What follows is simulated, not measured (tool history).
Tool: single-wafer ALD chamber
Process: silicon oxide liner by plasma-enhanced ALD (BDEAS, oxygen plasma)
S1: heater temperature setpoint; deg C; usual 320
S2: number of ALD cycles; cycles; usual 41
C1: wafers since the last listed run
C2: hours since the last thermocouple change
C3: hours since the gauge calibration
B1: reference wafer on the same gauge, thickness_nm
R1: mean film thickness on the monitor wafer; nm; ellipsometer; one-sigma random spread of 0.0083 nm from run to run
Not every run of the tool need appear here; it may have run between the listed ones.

Run 1, hour 0: usual settings but S2 39 cycles; C1 0; C2 1425.8; C3 470.1; B1 3.399. Result: R1 3.172 nm.
Run 2, hour 26.5: usual settings but S2 35 cycles; C1 291; C2 1452.3; C3 496.6; B1 3.397. Result: R1 2.837 nm.
Run 3, hour 53.8: usual settings but S2 35 cycles; C1 300; C2 1479.6; C3 523.9; B1 3.4. Result: R1 2.838 nm.
Run 4, hour 85.3: usual settings but S2 35 cycles; C1 346; C2 1511.1; C3 555.4; B1 3.4. Result: R1 2.857 nm.
Run 5, hour 102.3: usual settings; C1 186; C2 1528.1; C3 572.4; B1 3.4. Result: R1 3.325 nm.
Run 6, hour 129.4: usual settings; C1 297; C2 1555.2; C3 599.5; B1 3.4. Result: R1 3.328 nm.
Run 7, hour 160.1: usual settings; C1 337; C2 1585.9; C3 630.2; B1 3.399. Result: R1 3.324 nm.
Run 8, hour 194.3: usual settings; C1 375; C2 1620.1; C3 664.4; B1 3.402. Result: R1 3.319 nm.
Run 9, hour 227.1: usual settings; C1 360; C2 1652.9; C3 697.2; B1 3.4. Result: R1 3.321 nm.
Run 10, hour 246.8: usual settings; C1 216; C2 1672.6; C3 716.9; B1 3.398. Result: R1 3.329 nm.
Run 11, hour 276: usual settings; C1 320; C2 1701.8; C3 746.1; B1 3.399. Result: R1 3.33 nm.
Run 12, hour 331.7: usual settings; C1 612; C2 1757.5; C3 801.8; B1 3.403. Result: R1 3.311 nm.
Run 13, hour 353.4: usual settings; C1 238; C2 1779.2; C3 823.5; B1 3.402. Result: R1 3.319 nm.
Run 14, hour 381.6: usual settings; C1 309; C2 1807.4; C3 851.7; B1 3.398. Result: R1 3.335 nm.
Run 15, hour 414.1: usual settings; C1 357; C2 1839.9; C3 884.2; B1 3.402. Result: R1 3.331 nm.
Run 16, hour 440.6: usual settings; C1 291; C2 1866.4; C3 910.7; B1 3.4. Result: R1 3.32 nm.
Run 17, hour 464: usual settings but S2 37 cycles; C1 257; C2 1889.8; C3 934.1; B1 3.397. Result: R1 3.011 nm.
Run 18, hour 478.7: usual settings; C1 161; C2 1904.5; C3 948.8; B1 3.397. Result: R1 3.318 nm.
At hour 493.6: thermocouple changed; heater temperature recalibrated.
Run 19, hour 504.2: usual settings; C1 192; C2 10.6; C3 974.3; B1 3.403. Result: R1 3.338 nm.
Run 20, hour 566.1: usual settings; C1 680; C2 72.5; C3 1036.2; B1 3.4. Result: R1 3.341 nm.
Run 21, hour 582.4: usual settings but S1 327 deg C, S2 37 cycles; C1 179; C2 88.8; C3 1052.5; B1 3.4. Result: R1 2.965 nm.
Run 22, hour 609.9: usual settings; C1 302; C2 116.3; C3 1080; B1 3.401. Result: R1 3.334 nm.
Run 23, hour 635.2: usual settings but S1 309 deg C, S2 39 cycles; C1 278; C2 141.6; C3 1105.3; B1 3.398. Result: R1 3.206 nm.
Run 24, hour 668.1: usual settings but S1 314 deg C, S2 47 cycles; C1 361; C2 174.5; C3 1138.2; B1 3.399. Result: R1 3.838 nm.
At hour 688.4: gauge calibrated.
Run 25, hour 702.1: usual settings but S1 314 deg C, S2 38 cycles; C1 373; C2 208.5; C3 13.7; B1 3.404. Result: R1 3.088 nm.
Run 26, hour 717.2: usual settings but S1 329 deg C, S2 48 cycles; C1 165; C2 223.6; C3 28.8; B1 3.401. Result: R1 3.855 nm.
Run 27, hour 746.9: usual settings; C1 326; C2 253.3; C3 58.5; B1 3.399. Result: R1 3.33 nm.
Run 28, hour 762.9: usual settings but S2 48 cycles; C1 175; C2 269.3; C3 74.5; B1 3.4. Result: R1 3.896 nm.
Run 29, hour 787.6: usual settings; C1 271; C2 294; C3 99.2; B1 3.402. Result: R1 3.332 nm.
Run 30, hour 821.6: usual settings; C1 373; C2 328; C3 133.2; B1 3.401. Result: R1 3.318 nm.
Run 31, hour 840.7: usual settings but S1 333 deg C, S2 48 cycles; C1 209; C2 347.1; C3 152.3; B1 3.402. Result: R1 3.828 nm.
Run 32, hour 853.2: usual settings but S1 332 deg C, S2 34 cycles; C1 137; C2 359.6; C3 164.8; B1 3.399. Result: R1 2.715 nm.
Run 33, hour 871.2: usual settings but S1 313 deg C, S2 39 cycles; C1 197; C2 377.6; C3 182.8; B1 3.4. Result: R1 3.19 nm.
Run 34, hour 885.4: usual settings but S2 45 cycles; C1 156; C2 391.8; C3 197; B1 3.402. Result: R1 3.646 nm.
Run 35, hour 919.4: usual settings but S1 309 deg C; C1 373; C2 425.8; C3 231; B1 3.4. Result: R1 3.367 nm.
Run 36, hour 953.4: usual settings but S2 33 cycles; C1 373; C2 459.8; C3 265; B1 3.403. Result: R1 2.681 nm.
Run 37, hour 969.5: usual settings but S1 311 deg C, S2 45 cycles; C1 176; C2 475.9; C3 281.1; B1 3.398. Result: R1 3.692 nm.
Run 38, hour 997.7: usual settings; C1 309; C2 504.1; C3 309.3; B1 3.4. Result: R1 3.327 nm.
Run 39, hour 1031.7: usual settings but S1 328 deg C, S2 48 cycles; C1 373; C2 538.1; C3 343.3; B1 3.404. Result: R1 3.853 nm.
Run 40, hour 1053.5: usual settings; C1 239; C2 559.9; C3 365.1; B1 3.4. Result: R1 3.321 nm.

Here are 4 independent what-if runs from the current tool condition. What would each one return?
Run A, hour 1054: usual settings; C1 5; C2 560.4; C3 365.6; B1 ?. Result: R1 ?.
Run B, hour 1054: usual settings but S2 47 cycles; C1 5; C2 560.4; C3 365.6; B1 ?. Result: R1 ?.
Run C, hour 1054: usual settings but S1 327 deg C; C1 5; C2 560.4; C3 365.6; B1 ?. Result: R1 ?.
Run D, hour 1054: usual settings but S2 34 cycles; C1 5; C2 560.4; C3 365.6; B1 ?. Result: R1 ?.

run   B1     R1
  A  3.4  3.316
  B  3.4  3.802
  C  3.4  3.287
  D  3.4   2.75
The same runs, with their run-to-run variation unchanged, on a tool lacking any hidden condition would have given:
run     R1
  A  3.316
  B  3.802
  C  3.287
  D   2.75
